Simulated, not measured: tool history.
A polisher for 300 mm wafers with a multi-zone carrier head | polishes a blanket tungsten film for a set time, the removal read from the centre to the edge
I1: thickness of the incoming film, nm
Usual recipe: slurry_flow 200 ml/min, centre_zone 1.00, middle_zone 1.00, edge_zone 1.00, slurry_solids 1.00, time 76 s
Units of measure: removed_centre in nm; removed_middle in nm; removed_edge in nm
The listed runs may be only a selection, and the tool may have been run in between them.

Run 1, hour 0.0: usual settings; I1 1155.9. Result: removed_centre 248.1 nm, removed_middle 248.5 nm, removed_edge 245.1 nm.
At hour 24.8: slurry nozzle cleaned.
Run 2, hour 60.5: usual settings; I1 1147.1. Result: removed_centre 260.4 nm, removed_middle 251.2 nm, removed_edge 252.0 nm.
Run 3, hour 103.0: usual settings; I1 1125.5. Result: removed_centre 257.4 nm, removed_middle 256.1 nm, removed_edge 253.7 nm.
At hour 189.6: worn pad replaced by a new one.
Run 4, hour 296.3: usual settings but middle_zone 1.04, time 55 s; I1 1150.4. Result: removed_centre 186.4 nm, removed_middle 182.5 nm, removed_edge 178.1 nm.
At hour 307.7: carrier head's membrane replaced by a new one.
Run 5, hour 387.4: usual settings but slurry_flow 155 ml/min, centre_zone 1.08; I1 1125.1. Result: removed_centre 264.4 nm, removed_middle 237.0 nm, removed_edge 240.0 nm.
Run 6, hour 465.6: usual settings but centre_zone 1.08, middle_zone 0.97, edge_zone 0.88, time 63 s; I1 1148.2. Result: removed_centre 232.1 nm, removed_middle 202.4 nm, removed_edge 192.8 nm.
Run 7, hour 547.6: usual settings; I1 1145.2. Result: removed_centre 254.8 nm, removed_middle 246.8 nm, removed_edge 248.4 nm.
At hour 626.0: worn pad replaced by a new one.
Run 8, hour 626.5: usual settings but edge_zone 0.92, time 94 s; I1 1165.8. Result: removed_centre 319.3 nm, removed_middle 307.8 nm, removed_edge 295.1 nm.
At hour 651.7: centre zone pressure recalibrated.
At hour 682.0: slurry nozzle cleaned.
At hour 703.0: edge zone pressure recalibrated.
Run 9, hour 719.1: usual settings but slurry_flow 255 ml/min, slurry_solids 1.10; I1 1152.5. Result: removed_centre 275.0 nm, removed_middle 267.1 nm, removed_edge 270.0 nm.
Run 10, hour 822.4: usual settings but slurry_solids 1.25; I1 1133.5. Result: removed_centre 274.3 nm, removed_middle 272.4 nm, removed_edge 269.1 nm.
Run 11, hour 922.2: usual settings but centre_zone 0.92, edge_zone 0.91; I1 1161.8. Result: removed_centre 232.9 nm, removed_middle 250.6 nm, removed_edge 242.1 nm.
Run 12, hour 967.8: usual settings but slurry_flow 150 ml/min, time 63 s; I1 1148.9. Result: removed_centre 199.0 nm, removed_middle 197.7 nm, removed_edge 199.2 nm.
Run 13, hour 1048.4: usual settings; I1 1145.1. Result: removed_centre 250.7 nm, removed_middle 253.5 nm, removed_edge 249.5 nm.
At hour 1104.6: worn pad replaced by a new one.
Run 14, hour 1136.2: usual settings but centre_zone 1.04, slurry_solids 0.90, time 101 s; I1 1146.0. Result: removed_centre 332.9 nm, removed_middle 311.6 nm, removed_edge 319.3 nm.
Run 15, hour 1226.2: usual settings but slurry_flow 255 ml/min, middle_zone 1.03, edge_zone 1.04, time 65 s; I1 1168.2. Result: removed_centre 222.3 nm, removed_middle 223.0 nm, removed_edge 220.9 nm.
At hour 1261.1: slurry nozzle cleaned.
Run 16, hour 1309.2: usual settings but time 58 s; I1 1169.8. Result: removed_centre 196.9 nm, removed_middle 196.1 nm, removed_edge 192.9 nm.
At hour 1363.5: carrier head's membrane replaced by a new one.
Run 17, hour 1385.4: usual settings but middle_zone 0.96, edge_zone 1.04, slurry_solids 0.90; I1 1155.2. Result: removed_centre 248.1 nm, removed_middle 234.1 nm, removed_edge 245.4 nm.
Run 18, hour 1492.0: usual settings but slurry_flow 150 ml/min; I1 1141.3. Result: removed_centre 243.6 nm, removed_middle 236.5 nm, removed_edge 242.2 nm.
Run 19, hour 1559.7: usual settings but slurry_flow 160 ml/min; I1 1160.0. Result: removed_centre 245.1 nm, removed_middle 238.7 nm, removed_edge 244.3 nm.
At hour 1582.8: edge zone pressure recalibrated.
At hour 1589.9: worn pad replaced by a new one.
Run 20, hour 1607.5: usual settings but centre_zone 0.95; I1 1155.3. Result: removed_centre 241.2 nm, removed_middle 250.7 nm, removed_edge 248.4 nm.

5 ways to go on from here, each from the tool as it stands after run 20. What would each give?
Run A, hour 1607.9: usual settings but centre_zone 1.12; I1 1144.9. Result: removed_centre ?, removed_middle ?, removed_edge ?.
Run B, hour 1607.9: usual settings but middle_zone 1.11, time 58 s; I1 1144.9. Result: removed_centre ?, removed_middle ?, removed_edge ?.
Run C, hour 1607.9: usual settings but slurry_solids 0.90, time 69 s; I1 1144.9. Result: removed_centre ?, removed_middle ?, removed_edge ?.
Run D, hour 1607.9: usual settings but slurry_flow 145 ml/min, centre_zone 0.88, edge_zone 0.89, time 90 s; I1 1144.9. Result: removed_centre ?, removed_middle ?, removed_edge ?.
Run E, hour 1607.9: usual settings but middle_zone 0.95, edge_zone 1.10, time 58 s; I1 1144.9. Result: removed_centre ?, removed_middle ?, removed_edge ?.

run  removed_centre  removed_middle  removed_edge
  A           285.5           245.9         249.1
  B           194.5           198.4         190.0
  C           222.7           215.1         217.8
  D           248.4           275.1         267.8
  E           194.4           182.9         199.4
With the hidden condition removed and each run's random variation left untouched, the same runs would have given:
run  removed_centre  removed_middle  removed_edge
  A           285.5           250.6         252.6
  B           194.5           202.2         192.6
  C           222.7           219.2         220.8
  D           250.2           282.2         272.7
  E           194.3           186.4         202.2
